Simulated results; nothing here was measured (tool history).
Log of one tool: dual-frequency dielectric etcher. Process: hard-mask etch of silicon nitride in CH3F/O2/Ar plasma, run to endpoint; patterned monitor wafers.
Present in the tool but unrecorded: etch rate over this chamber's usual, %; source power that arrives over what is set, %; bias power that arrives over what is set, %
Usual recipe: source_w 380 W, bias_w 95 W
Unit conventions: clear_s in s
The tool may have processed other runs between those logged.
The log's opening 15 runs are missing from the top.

run     day  source_w  bias_w  wafers since the last listed run  hours since the last wet clean  hours since the last source power generator calibration  hours since the last bias power generator calibration  hours since the last upper electrode change  incoming incoming film thickness, nm  clear_s
 16  37.421       480      95                               200                           173.3                                                      292                                                 2034.3                                         2077                                 47.72     57.2
 17  38.825       380      95                               219                             207                                                    325.7                                                   2068                                       2110.7                                 47.32       63
 18  40.512       320      95                               263                           247.5                                                    366.2                                                 2108.5                                       2151.2                                 47.49       69
     41.625  -- wet clean of the chamber, repeated, since the last time left the tool worse
 19  43.133       310     102                               253                            36.2                                                    429.1                                                 2171.4                                       2214.1                                 47.26     61.9
 20  44.775       380      78                               256                            75.6                                                    468.5                                                 2210.8                                       2253.5                                 47.84     64.8
 21  46.738       380      74                               306                           122.7                                                    515.6                                                 2257.9                                       2300.6                                 47.78     65.8
 22  47.942       450      82                               188                           151.6                                                    544.5                                                 2286.8                                       2329.5                                 47.69     57.6
 23  49.658       340     102                               268                           192.8                                                    585.7                                                   2328                                       2370.7                                 47.63     60.7
     49.929  -- bias power generator calibrated
      51.25  -- upper electrode replaced
 24  51.271       380      86                                69                           231.5                                                    624.4                                                   32.2                                          0.5                                 47.26     60.3
 25  55.712       440      86                               694                           338.1                                                      731                                                  138.8                                        107.1                                 48.12     57.8
 26  57.667       300      95                               305                             385                                                    777.9                                                  185.7                                          154                                  47.6     65.1
 27  60.146       380      95                               387                           444.5                                                    837.4                                                  245.2                                        213.5                                 47.47     58.8
 28  62.096       380     117                               304                           491.3                                                    884.2                                                    292                                        260.3                                 47.42     52.7
 29  63.883       380      85                               279                           534.2                                                    927.1                                                  334.9                                        303.2                                 47.49     60.1
     66.138  -- wet clean of the chamber
 30  66.846       380      95                               306                              17                                                    998.2                                                    406                                        374.3                                 47.58     60.1
 31  68.412       380      95                               245                            54.6                                                   1035.8                                                  443.6                                        411.9                                 47.67     59.1

Predict each of these 3 candidate next runs independently; none follows another, all start after run 31:
  A  68.429       340      95                                 2                              55                                                   1036.2                                                    444                                        412.3                                 47.65        ?
  B  68.429       380     105                                 2                              55                                                   1036.2                                                    444                                        412.3                                 47.65        ?
  C  68.429       280      95                                 2                              55                                                   1036.2                                                    444                                        412.3                                 47.65        ?

run  clear_s
  A     63.3
  B     57.7
  C     69.4
With no hidden state in the tool, these same runs would have given:
run  clear_s
  A     63.6
  B     57.9
  C     69.6
